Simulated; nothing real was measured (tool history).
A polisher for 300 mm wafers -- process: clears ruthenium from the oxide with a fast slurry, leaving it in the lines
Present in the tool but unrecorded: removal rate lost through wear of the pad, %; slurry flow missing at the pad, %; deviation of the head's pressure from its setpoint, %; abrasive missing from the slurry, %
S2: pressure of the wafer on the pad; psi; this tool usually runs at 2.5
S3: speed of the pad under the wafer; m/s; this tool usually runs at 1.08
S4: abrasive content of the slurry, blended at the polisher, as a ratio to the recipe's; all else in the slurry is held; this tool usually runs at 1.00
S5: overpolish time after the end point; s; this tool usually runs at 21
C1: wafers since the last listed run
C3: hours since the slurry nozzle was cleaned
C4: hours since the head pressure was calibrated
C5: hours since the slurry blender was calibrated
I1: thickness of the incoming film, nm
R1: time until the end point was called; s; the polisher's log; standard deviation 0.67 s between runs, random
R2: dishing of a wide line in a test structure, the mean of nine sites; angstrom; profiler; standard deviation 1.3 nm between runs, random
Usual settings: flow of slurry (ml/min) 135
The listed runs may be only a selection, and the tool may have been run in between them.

run 1 hour=0.0 | flow_of_slurry_(ml/min)=135 S2=2.5 S3=1.08 S4=1.20 S5=21 | C1=0 wafers_polished_on_this_pad=1178 C3=444.0 C4=508.8 C5=191.5 | I1=321.1 | R1=79.4 R2=673
run 2 hour=40.1 | flow_of_slurry_(ml/min)=135 S2=2.5 S3=1.08 S4=1.20 S5=21 | C1=297 wafers_polished_on_this_pad=1475 C3=484.1 C4=548.9 C5=231.6 | I1=321.1 | R1=78.8 R2=661
-- hour=91.0 slurry nozzle cleaned
run 3 hour=132.4 | flow_of_slurry_(ml/min)=135 S2=2.5 S3=1.08 S4=1.00 S5=21 | C1=676 wafers_polished_on_this_pad=2152 C3=41.4 C4=641.2 C5=323.9 | I1=323.0 | R1=77.8 R2=670
run 4 hour=186.9 | flow_of_slurry_(ml/min)=135 S2=2.5 S3=1.08 S4=0.85 S5=21 | C1=403 wafers_polished_on_this_pad=2556 C3=95.9 C4=695.7 C5=378.4 | I1=318.0 | R1=81.0 R2=621
-- hour=189.9 slurry blender recalibrated
-- hour=281.7 worn pad replaced by a new one
run 5 hour=282.2 | flow_of_slurry_(ml/min)=135 S2=2.5 S3=1.08 S4=0.85 S5=21 | C1=661 wafers_polished_on_this_pad=3 C3=191.2 C4=791.0 C5=92.3 | I1=319.4 | R1=79.9 R2=641
run 6 hour=346.4 | flow_of_slurry_(ml/min)=135 S2=2.5 S3=1.08 S4=1.00 S5=17 | C1=475 wafers_polished_on_this_pad=479 C3=255.4 C4=855.2 C5=156.5 | I1=317.9 | R1=78.0 R2=556
run 7 hour=393.9 | flow_of_slurry_(ml/min)=135 S2=2.5 S3=1.08 S4=1.00 S5=17 | C1=352 wafers_polished_on_this_pad=831 C3=302.9 C4=902.7 C5=204.0 | I1=324.5 | R1=82.1 R2=537
run 8 hour=498.8 | flow_of_slurry_(ml/min)=135 S2=2.5 S3=1.08 S4=1.00 S5=17 | C1=777 wafers_polished_on_this_pad=1608 C3=407.8 C4=1007.6 C5=308.9 | I1=314.8 | R1=79.1 R2=525
run 9 hour=552.6 | flow_of_slurry_(ml/min)=100 S2=2.5 S3=1.08 S4=1.00 S5=21 | C1=398 wafers_polished_on_this_pad=2007 C3=461.6 C4=1061.4 C5=362.7 | I1=318.2 | R1=86.4 R2=577
run 10 hour=588.8 | flow_of_slurry_(ml/min)=100 S2=2.5 S3=1.08 S4=1.00 S5=21 | C1=268 wafers_polished_on_this_pad=2275 C3=497.8 C4=1097.6 C5=398.9 | I1=326.0 | R1=89.7 R2=594
-- hour=608.7 slurry blender recalibrated
run 11 hour=666.5 | flow_of_slurry_(ml/min)=100 S2=2.5 S3=1.08 S4=1.00 S5=21 | C1=560 wafers_polished_on_this_pad=2836 C3=575.5 C4=1175.3 C5=57.8 | I1=319.7 | R1=90.0 R2=587
-- hour=710.8 slurry nozzle cleaned
-- hour=735.5 worn pad replaced by a new one
run 12 hour=766.2 | flow_of_slurry_(ml/min)=135 S2=1.9 S3=1.08 S4=1.00 S5=21 | C1=701 wafers_polished_on_this_pad=227 C3=55.4 C4=1275.0 C5=157.5 | I1=321.7 | R1=94.6 R2=583
run 13 hour=870.7 | flow_of_slurry_(ml/min)=135 S2=1.9 S3=1.08 S4=1.00 S5=21 | C1=774 wafers_polished_on_this_pad=1002 C3=159.9 C4=1379.5 C5=262.0 | I1=325.2 | R1=97.4 R2=568
run 14 hour=916.8 | flow_of_slurry_(ml/min)=135 S2=2.5 S3=1.08 S4=1.00 S5=14 | C1=341 wafers_polished_on_this_pad=1343 C3=206.0 C4=1425.6 C5=308.1 | I1=315.8 | R1=78.4 R2=450
-- hour=969.4 slurry blender recalibrated
-- hour=1005.3 head pressure recalibrated
run 15 hour=1005.7 | flow_of_slurry_(ml/min)=135 S2=2.5 S3=1.08 S4=1.00 S5=21 | C1=629 wafers_polished_on_this_pad=1973 C3=294.9 C4=0.4 C5=36.3 | I1=324.7 | R1=81.8 R2=637
run 16 hour=1088.4 | flow_of_slurry_(ml/min)=135 S2=2.5 S3=0.82 S4=1.00 S5=33 | C1=612 wafers_polished_on_this_pad=2585 C3=377.6 C4=83.1 C5=119.0 | I1=323.8 | R1=104.0 R2=741
-- hour=1105.6 worn pad replaced by a new one
run 17 hour=1156.5 | flow_of_slurry_(ml/min)=135 S2=2.5 S3=1.08 S4=1.00 S5=21 | C1=475 wafers_polished_on_this_pad=377 C3=445.7 C4=151.2 C5=187.1 | I1=323.4 | R1=84.6 R2=624

Run 18 is up next; what results do you expect?
run 18 hour=1205.2 | flow_of_slurry_(ml/min)=135 S2=3.3 S3=0.72 S4=1.10 S5=13 | C1=360 wafers_polished_on_this_pad=737 C3=494.4 C4=199.9 C5=235.8 | I1=324.4 | R1=? R2=?

R1: 94.8 s
R2: 368 angstrom
Were there no unlogged condition in the tool, this run, its random variation unchanged, would have produced R1 85.6 s, R2 404 angstrom.
